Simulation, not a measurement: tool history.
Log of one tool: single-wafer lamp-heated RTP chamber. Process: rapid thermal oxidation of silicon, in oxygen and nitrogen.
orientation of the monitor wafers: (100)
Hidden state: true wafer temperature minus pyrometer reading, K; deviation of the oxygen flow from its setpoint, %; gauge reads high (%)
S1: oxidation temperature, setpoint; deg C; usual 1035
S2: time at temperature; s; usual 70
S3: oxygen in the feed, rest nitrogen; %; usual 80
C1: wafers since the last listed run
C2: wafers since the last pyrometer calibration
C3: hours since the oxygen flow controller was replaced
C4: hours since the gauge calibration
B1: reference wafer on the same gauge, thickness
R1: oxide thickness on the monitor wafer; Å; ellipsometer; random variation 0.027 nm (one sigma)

Run 1, day 0.000: usual settings; C1 0; C2 239; C3 2802.4; C4 403.3; B1 8.760. Result: R1 78.15 Å.
Run 2, day 0.612: usual settings; C1 142; C2 381; C3 2817.1; C4 418.0; B1 8.751. Result: R1 78.12 Å.
Run 3, day 1.396: usual settings; C1 182; C2 564; C3 2835.9; C4 436.8; B1 8.743. Result: R1 78.37 Å.
Run 4, day 2.012: usual settings; C1 143; C2 707; C3 2850.7; C4 451.6; B1 8.744. Result: R1 78.04 Å.
Run 5, day 4.042: usual settings; C1 472; C2 1180; C3 2899.4; C4 500.3; B1 8.762. Result: R1 78.82 Å.
Run 6, day 5.342: usual settings; C1 302; C2 1482; C3 2930.6; C4 531.5; B1 8.739. Result: R1 78.77 Å.
Run 7, day 6.129: usual settings; C1 183; C2 1665; C3 2949.5; C4 550.4; B1 8.747. Result: R1 78.69 Å.
Run 8, day 7.242: usual settings; C1 258; C2 1924; C3 2976.2; C4 577.1; B1 8.741. Result: R1 78.82 Å.
Run 9, day 8.079: usual settings; C1 194; C2 2119; C3 2996.3; C4 597.2; B1 8.751. Result: R1 78.37 Å.
Run 10, day 9.083: usual settings but S2 91 s; C1 233; C2 2353; C3 3020.4; C4 621.3; B1 8.758. Result: R1 88.84 Å.
Run 11, day 9.758: usual settings but S2 91 s; C1 157; C2 2510; C3 3036.6; C4 637.5; B1 8.756. Result: R1 88.63 Å.
At day 10.262: gauge calibrated.
Run 12, day 11.088: usual settings; C1 309; C2 2819; C3 3068.5; C4 19.8; B1 8.759. Result: R1 79.06 Å.
At day 11.758: oxygen flow controller replaced.
Run 13, day 11.779: usual settings but S1 1021 deg C, S2 90 s, S3 52 %; C1 83; C2 2903; C3 0.5; C4 36.4; B1 8.753. Result: R1 69.01 Å.
Run 14, day 12.338: usual settings but S1 1005 deg C, S3 94 %; C1 129; C2 3033; C3 13.9; C4 49.8; B1 8.751. Result: R1 67.60 Å.
Run 15, day 13.492: usual settings but S1 1044 deg C, S2 105 s, S3 92 %; C1 268; C2 3301; C3 41.6; C4 77.5; B1 8.759. Result: R1 106.32 Å.
At day 14.858: pyrometer window cleaned and pyrometer calibrated.
Run 16, day 14.938: usual settings but S1 1065 deg C, S2 57 s, S3 66 %; C1 258; C2 18; C3 76.3; C4 112.2; B1 8.755. Result: R1 81.72 Å.
Run 17, day 16.046: usual settings but S1 1022 deg C, S3 60 %; C1 257; C2 276; C3 102.9; C4 138.8; B1 8.751. Result: R1 64.29 Å.
Run 18, day 16.746: usual settings but S1 1013 deg C, S3 98 %; C1 162; C2 439; C3 119.7; C4 155.6; B1 8.754. Result: R1 72.16 Å.
Run 19, day 17.988: usual settings but S1 1064 deg C, S2 44 s, S3 98 %; C1 288; C2 728; C3 149.5; C4 185.4; B1 8.752. Result: R1 83.60 Å.
Run 20, day 19.021: usual settings but S3 98 %; C1 240; C2 968; C3 174.3; C4 210.2; B1 8.751. Result: R1 83.87 Å.
Run 21, day 20.367: usual settings; C1 313; C2 1281; C3 206.6; C4 242.5; B1 8.746. Result: R1 78.49 Å.
Run 22, day 21.783: usual settings but S1 1045 deg C, S2 41 s, S3 68 %; C1 329; C2 1611; C3 240.6; C4 276.5; B1 8.747. Result: R1 62.70 Å.
Run 23, day 22.917: usual settings; C1 263; C2 1875; C3 267.8; C4 303.7; B1 8.745. Result: R1 78.54 Å.

5 ways to go on from here, each from the tool as it stands after run 23. What would each give?
Run A, day 22.938: usual settings; C1 4; C2 1880; C3 268.3; C4 304.2; B1 ?. Result: R1 ?.
Run B, day 22.938: usual settings but S1 1044 deg C, S2 89 s, S3 60 %; C1 4; C2 1880; C3 268.3; C4 304.2; B1 ?. Result: R1 ?.
Run C, day 22.938: usual settings but S3 95 %; C1 4; C2 1880; C3 268.3; C4 304.2; B1 ?. Result: R1 ?.
Run D, day 22.938: usual settings but S1 1010 deg C; C1 4; C2 1880; C3 268.3; C4 304.2; B1 ?. Result: R1 ?.
Run E, day 22.938: usual settings but S1 1017 deg C, S3 98 %; C1 4; C2 1880; C3 268.3; C4 304.2; B1 ?. Result: R1 ?.

run     B1     R1
  A  8.757  78.31
  B  8.757  83.81
  C  8.757  83.27
  D  8.757  65.55
  E  8.757  74.07
Without the tool's hidden state the same runs would have given:
run     R1
  A  77.89
  B  83.36
  C  82.81
  D  65.18
  E  73.66

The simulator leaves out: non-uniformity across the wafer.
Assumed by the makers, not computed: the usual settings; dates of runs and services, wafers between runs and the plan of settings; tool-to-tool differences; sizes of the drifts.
